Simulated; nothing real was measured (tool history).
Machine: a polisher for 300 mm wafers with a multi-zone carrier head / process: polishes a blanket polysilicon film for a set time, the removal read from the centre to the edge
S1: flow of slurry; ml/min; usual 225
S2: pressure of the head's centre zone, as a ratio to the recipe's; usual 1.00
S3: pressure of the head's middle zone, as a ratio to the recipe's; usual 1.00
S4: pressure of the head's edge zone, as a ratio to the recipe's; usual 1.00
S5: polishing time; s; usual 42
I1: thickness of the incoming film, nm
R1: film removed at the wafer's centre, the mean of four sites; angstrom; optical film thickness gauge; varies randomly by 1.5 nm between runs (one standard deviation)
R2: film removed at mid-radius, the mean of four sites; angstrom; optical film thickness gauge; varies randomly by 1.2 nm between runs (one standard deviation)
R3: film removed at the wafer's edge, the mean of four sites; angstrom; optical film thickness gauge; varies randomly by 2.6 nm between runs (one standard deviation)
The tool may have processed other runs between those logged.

run,hour,S1,S2,S3,S4,S5,I1,R1,R2,R3
1,0.0,225,1.09,1.00,0.96,37,2295.7,1567,1621,1662
# hour 15.8: carrier head's membrane replaced by a new one
2,28.9,225,1.00,1.00,1.00,42,2256.7,1681,1848,1925
# hour 41.7: worn pad replaced by a new one
3,46.5,225,1.00,1.00,1.00,42,2299.3,1659,1825,1879
4,59.4,290,1.00,1.00,1.00,42,2345.1,1712,1903,1951
# hour 70.2: centre zone pressure recalibrated, repeated, since the last time left the tool worse
5,93.0,225,1.00,1.00,1.00,42,2252.8,1923,1856,1904
6,108.4,225,1.00,1.00,1.00,42,2296.9,1932,1834,1929
7,133.6,225,1.06,1.06,1.05,42,2267.6,2072,1950,1960
8,150.2,305,1.00,1.00,1.00,47,2322.4,2251,2127,2116
# hour 163.7: edge zone pressure recalibrated
9,181.1,225,1.00,1.00,1.00,42,2308.5,1954,1846,1962
10,210.5,225,1.09,0.95,1.09,36,2342.0,1828,1497,1689
# hour 222.2: slurry nozzle cleaned
11,222.6,225,1.04,1.00,1.00,36,2272.6,1752,1566,1612
12,243.0,225,1.00,1.00,1.00,42,2273.6,1962,1828,1894
# hour 252.6: worn pad replaced by a new one
13,303.8,200,1.00,1.00,0.91,47,2287.7,2171,2024,2040
14,321.9,225,1.00,1.04,1.09,50,2280.2,2351,2241,2320
15,341.7,225,1.00,1.06,1.00,42,2311.8,1967,1942,1918
16,380.6,225,1.00,1.00,1.00,32,2294.3,1496,1412,1448
17,395.8,280,0.96,0.90,1.00,36,2289.9,1707,1481,1675
18,409.6,225,1.00,1.00,1.00,35,2338.3,1694,1534,1617
19,423.5,225,1.00,1.00,1.00,42,2330.9,2020,1840,1915
# hour 452.9: worn pad replaced by a new one
20,453.8,225,1.00,1.00,1.00,42,2316.5,2023,1853,1906
21,479.9,225,1.00,1.00,1.00,42,2291.1,2028,1834,1914
22,494.6,225,1.00,1.00,1.00,57,2340.7,2702,2508,2573
23,520.8,225,1.00,0.89,1.00,53,2254.0,2585,2104,2385

Alternative continuations, all from the tool just after run 23; predict every row:
A,521.2,225,1.00,0.91,1.00,42,2281.6,?,?,?
B,521.2,195,1.00,1.00,1.00,42,2281.6,?,?,?
C,521.2,170,1.07,1.10,1.00,42,2281.6,?,?,?

run,R1,R2,R3
A,2047,1704,1889
B,1998,1804,1856
C,2080,1907,1820
With no hidden state in the tool, these same runs would have given:
run,R1,R2,R3
A,1931,1704,1889
B,1885,1804,1856
C,1963,1907,1820
